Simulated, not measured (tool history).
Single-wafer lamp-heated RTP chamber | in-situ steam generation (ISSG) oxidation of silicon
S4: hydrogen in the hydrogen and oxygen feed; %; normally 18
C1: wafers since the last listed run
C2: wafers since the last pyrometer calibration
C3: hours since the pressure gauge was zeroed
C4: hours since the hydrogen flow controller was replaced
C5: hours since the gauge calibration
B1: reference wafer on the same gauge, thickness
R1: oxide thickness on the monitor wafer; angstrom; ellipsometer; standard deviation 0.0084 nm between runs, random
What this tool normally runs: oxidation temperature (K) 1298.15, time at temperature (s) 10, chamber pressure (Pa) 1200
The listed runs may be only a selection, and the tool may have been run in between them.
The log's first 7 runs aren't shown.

{"run": 8, "hour": 371.0, "oxidation temperature (K)": 1298.15, "time at temperature (s)": 10, "chamber pressure (Pa)": 1200, "S4": 22, "C1": 583, "C2": 941, "C3": 3689.8, "C4": 2014.1, "C5": 1835.0, "B1": 3.613, "R1": 41.39}
{"run": 9, "hour": 419.8, "oxidation temperature (K)": 1298.15, "time at temperature (s)": 10, "chamber pressure (Pa)": 1200, "S4": 22, "C1": 457, "C2": 1398, "C3": 3738.6, "C4": 2062.9, "C5": 1883.8, "B1": 3.609, "R1": 41.54}
{"run": 10, "hour": 451.0, "oxidation temperature (K)": 1298.15, "time at temperature (s)": 10, "chamber pressure (Pa)": 1200, "S4": 15, "C1": 292, "C2": 1691, "C3": 3769.8, "C4": 2094.1, "C5": 1915.0, "B1": 3.61, "R1": 37.93}
{"hour": 528.2, "done": "hydrogen flow controller replaced"}
{"run": 11, "hour": 528.7, "oxidation temperature (K)": 1298.15, "time at temperature (s)": 10, "chamber pressure (Pa)": 1200, "S4": 15, "C1": 653, "C2": 2344, "C3": 3847.5, "C4": 0.5, "C5": 1992.7, "B1": 3.61, "R1": 38.11}
{"run": 12, "hour": 579.1, "oxidation temperature (K)": 1298.15, "time at temperature (s)": 10, "chamber pressure (Pa)": 1200, "S4": 18, "C1": 472, "C2": 2817, "C3": 3897.9, "C4": 50.9, "C5": 2043.1, "B1": 3.611, "R1": 39.81}
{"run": 13, "hour": 646.8, "oxidation temperature (K)": 1278.15, "time at temperature (s)": 10, "chamber pressure (Pa)": 1093, "S4": 27, "C1": 634, "C2": 3451, "C3": 3965.6, "C4": 118.6, "C5": 2110.8, "B1": 3.61, "R1": 41.58}
{"run": 14, "hour": 702.3, "oxidation temperature (K)": 1298.15, "time at temperature (s)": 10, "chamber pressure (Pa)": 1200, "S4": 18, "C1": 520, "C2": 3972, "C3": 4021.1, "C4": 174.1, "C5": 2166.3, "B1": 3.615, "R1": 40.15}
{"hour": 743.6, "done": "pyrometer window cleaned and pyrometer calibrated"}
{"hour": 747.7, "done": "gauge calibrated"}
{"run": 15, "hour": 752.6, "oxidation temperature (K)": 1298.15, "time at temperature (s)": 10, "chamber pressure (Pa)": 1200, "S4": 18, "C1": 396, "C2": 84, "C3": 4071.4, "C4": 224.4, "C5": 4.9, "B1": 3.612, "R1": 39.32}
{"run": 16, "hour": 814.3, "oxidation temperature (K)": 1284.15, "time at temperature (s)": 12, "chamber pressure (Pa)": 1053, "S4": 18, "C1": 578, "C2": 662, "C3": 4133.1, "C4": 286.1, "C5": 66.6, "B1": 3.613, "R1": 40.88}
{"run": 17, "hour": 852.0, "oxidation temperature (K)": 1298.15, "time at temperature (s)": 10, "chamber pressure (Pa)": 1200, "S4": 18, "C1": 353, "C2": 1015, "C3": 4170.8, "C4": 323.8, "C5": 104.3, "B1": 3.611, "R1": 39.52}
{"run": 18, "hour": 913.0, "oxidation temperature (K)": 1287.15, "time at temperature (s)": 11, "chamber pressure (Pa)": 1307, "S4": 25, "C1": 571, "C2": 1587, "C3": 4231.8, "C4": 384.8, "C5": 165.3, "B1": 3.608, "R1": 42.38}
{"run": 19, "hour": 962.1, "oxidation temperature (K)": 1283.15, "time at temperature (s)": 10, "chamber pressure (Pa)": 1120, "S4": 18, "C1": 460, "C2": 2048, "C3": 4280.9, "C4": 433.9, "C5": 214.4, "B1": 3.608, "R1": 37.74}
{"run": 20, "hour": 1026.5, "oxidation temperature (K)": 1292.15, "time at temperature (s)": 6, "chamber pressure (Pa)": 1107, "S4": 11, "C1": 603, "C2": 2651, "C3": 4345.3, "C4": 498.3, "C5": 278.8, "B1": 3.607, "R1": 27.64}
{"run": 21, "hour": 1084.5, "oxidation temperature (K)": 1298.15, "time at temperature (s)": 10, "chamber pressure (Pa)": 1200, "S4": 18, "C1": 543, "C2": 3195, "C3": 4403.3, "C4": 556.3, "C5": 336.8, "B1": 3.606, "R1": 40.06}
{"hour": 1147.2, "done": "pyrometer window cleaned and pyrometer calibrated"}
{"hour": 1219.7, "done": "pressure gauge zeroed"}
{"run": 22, "hour": 1240.2, "oxidation temperature (K)": 1298.15, "time at temperature (s)": 10, "chamber pressure (Pa)": 1200, "S4": 18, "C1": 1309, "C2": 796, "C3": 20.5, "C4": 712.0, "C5": 492.5, "B1": 3.608, "R1": 39.36}
{"run": 23, "hour": 1310.2, "oxidation temperature (K)": 1298.15, "time at temperature (s)": 10, "chamber pressure (Pa)": 1200, "S4": 18, "C1": 656, "C2": 1453, "C3": 90.5, "C4": 782.0, "C5": 562.5, "B1": 3.613, "R1": 39.64}
{"run": 24, "hour": 1360.1, "oxidation temperature (K)": 1313.15, "time at temperature (s)": 10, "chamber pressure (Pa)": 1200, "S4": 24, "C1": 467, "C2": 1920, "C3": 140.4, "C4": 831.9, "C5": 612.4, "B1": 3.609, "R1": 45.51}
{"run": 25, "hour": 1405.5, "oxidation temperature (K)": 1298.15, "time at temperature (s)": 10, "chamber pressure (Pa)": 1200, "S4": 18, "C1": 425, "C2": 2346, "C3": 185.8, "C4": 877.3, "C5": 657.8, "B1": 3.612, "R1": 39.87}
{"run": 26, "hour": 1445.0, "oxidation temperature (K)": 1298.15, "time at temperature (s)": 10, "chamber pressure (Pa)": 1080, "S4": 21, "C1": 370, "C2": 2716, "C3": 225.3, "C4": 916.8, "C5": 697.3, "B1": 3.611, "R1": 41.9}
{"run": 27, "hour": 1496.1, "oxidation temperature (K)": 1298.15, "time at temperature (s)": 10, "chamber pressure (Pa)": 1067, "S4": 18, "C1": 479, "C2": 3195, "C3": 276.4, "C4": 967.9, "C5": 748.4, "B1": 3.61, "R1": 40.27}
{"run": 28, "hour": 1544.7, "oxidation temperature (K)": 1298.15, "time at temperature (s)": 10, "chamber pressure (Pa)": 1200, "S4": 18, "C1": 455, "C2": 3651, "C3": 325.0, "C4": 1016.5, "C5": 797.0, "B1": 3.607, "R1": 40.24}
{"hour": 1566.6, "done": "pyrometer window cleaned and pyrometer calibrated"}
{"run": 29, "hour": 1594.0, "oxidation temperature (K)": 1284.15, "time at temperature (s)": 10, "chamber pressure (Pa)": 1200, "S4": 18, "C1": 387, "C2": 256, "C3": 374.3, "C4": 1065.8, "C5": 846.3, "B1": 3.611, "R1": 37.23}
{"run": 30, "hour": 1643.1, "oxidation temperature (K)": 1298.15, "time at temperature (s)": 8, "chamber pressure (Pa)": 1200, "S4": 18, "C1": 460, "C2": 716, "C3": 423.4, "C4": 1114.9, "C5": 895.4, "B1": 3.606, "R1": 35.48}
{"run": 31, "hour": 1669.9, "oxidation temperature (K)": 1305.15, "time at temperature (s)": 10, "chamber pressure (Pa)": 1107, "S4": 18, "C1": 251, "C2": 968, "C3": 450.2, "C4": 1141.7, "C5": 922.2, "B1": 3.609, "R1": 40.78}
{"run": 32, "hour": 1722.8, "oxidation temperature (K)": 1298.15, "time at temperature (s)": 10, "chamber pressure (Pa)": 1040, "S4": 11, "C1": 495, "C2": 1464, "C3": 503.1, "C4": 1194.6, "C5": 975.1, "B1": 3.608, "R1": 35.37}

Consider 3 possible next runs. They are alternatives, not a sequence: every one starts from the tool as it was left by run 32. What does each give?
{"run": "A", "hour": 1723.3, "oxidation temperature (K)": 1310.15, "time at temperature (s)": 10, "chamber pressure (Pa)": 1200, "S4": 18, "C1": 4, "C2": 1468, "C3": 503.6, "C4": 1195.1, "C5": 975.6, "B1": "?", "R1": "?"}
{"run": "B", "hour": 1723.3, "oxidation temperature (K)": 1303.15, "time at temperature (s)": 8, "chamber pressure (Pa)": 1253, "S4": 11, "C1": 4, "C2": 1468, "C3": 503.6, "C4": 1195.1, "C5": 975.6, "B1": "?", "R1": "?"}
{"run": "C", "hour": 1723.3, "oxidation temperature (K)": 1288.15, "time at temperature (s)": 12, "chamber pressure (Pa)": 1040, "S4": 11, "C1": 4, "C2": 1468, "C3": 503.6, "C4": 1195.1, "C5": 975.6, "B1": "?", "R1": "?"}

run=A B1=3.609 R1=41.65
run=B B1=3.609 R1=32.29
run=C B1=3.609 R1=37.14
With no hidden state in the tool, these same runs would have given:
run=A R1=41.21
run=B R1=31.99
run=C R1=36.78
